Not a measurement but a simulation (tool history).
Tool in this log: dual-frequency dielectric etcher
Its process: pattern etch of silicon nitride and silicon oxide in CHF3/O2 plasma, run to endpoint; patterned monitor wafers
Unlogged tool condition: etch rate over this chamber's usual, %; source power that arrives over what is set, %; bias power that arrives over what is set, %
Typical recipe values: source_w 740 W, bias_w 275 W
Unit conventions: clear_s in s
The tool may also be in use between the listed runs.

run   hour  source_w  bias_w  wafers since the last listed run  hours since the last wet clean  hours since the last source power generator calibration  hours since the last bias power generator calibration  hours since the last upper electrode change  incoming incoming film thickness, nm  clear_s
  1      0       620     298                                 0                           132.5                                                   2298.8                                                 3844.6                                       3998.1                                 272.6    175.4
  2   66.1       620     298                               574                           198.6                                                   2364.9                                                 3910.7                                       4064.2                                 269.7    172.1
  3  101.6       740     275                               308                           234.1                                                   2400.4                                                 3946.2                                       4099.7                                 270.8    161.2
  4  153.3       740     275                               449                           285.8                                                   2452.1                                                 3997.9                                       4151.4                                 272.8    162.6
  5  177.7       740     220                               212                           310.2                                                   2476.5                                                 4022.3                                       4175.8                                 271.2    167.8
  6  219.9       740     220                               366                           352.4                                                   2518.7                                                 4064.5                                         4218                                 270.7      168
     306.1  -- upper electrode replaced
     313.6  -- wet clean of the chamber
  7  314.1       740     220                               544                             0.5                                                   2612.9                                                 4158.7                                            8                                 273.2    172.1
  8  355.9       830     214                               363                            42.3                                                   2654.7                                                 4200.5                                         49.8                                 269.5    159.9
     420.9  -- bias power generator calibrated
  9  422.5       670     343                               544                           108.9                                                   2721.3                                                    1.6                                        116.4                                   272    162.4
 10  481.9       650     218                               516                           168.3                                                   2780.7                                                     61                                        175.8                                 272.4    182.1
     490.3  -- source power generator calibrated
 11  543.9       740     275                               504                           230.3                                                     53.6                                                    123                                        237.8                                 269.9    159.9
 12  578.3       740     275                               298                           264.7                                                       88                                                  157.4                                        272.2                                 271.5    161.6
 13  628.8       850     275                               438                           315.2                                                    138.5                                                  207.9                                        322.7                                 270.1    149.4
 14  680.4       880     275                               448                           366.8                                                    190.1                                                  259.5                                        374.3                                 268.8    146.4

Consider 5 possible next runs. They are alternatives, not a sequence: every one starts from the tool as it was left by run 14. What does each give?
  A  680.9       690     275                                 4                           367.3                                                    190.6                                                    260                                        374.8                                 271.9        ?
  B  680.9       590     324                                 4                           367.3                                                    190.6                                                    260                                        374.8                                 271.9        ?
  C  680.9       740     248                                 4                           367.3                                                    190.6                                                    260                                        374.8                                 271.9        ?
  D  680.9       820     330                                 4                           367.3                                                    190.6                                                    260                                        374.8                                 271.9        ?
  E  680.9       600     228                                 4                           367.3                                                    190.6                                                    260                                        374.8                                 271.9        ?

run  clear_s
  A      166
  B    173.6
  C    163.8
  D    146.1
  E    185.9
Stripped of hidden state, with their random variation kept, the same runs would have yielded:
run  clear_s
  A    168.7
  B    176.4
  C    166.4
  D    148.5
  E    188.9
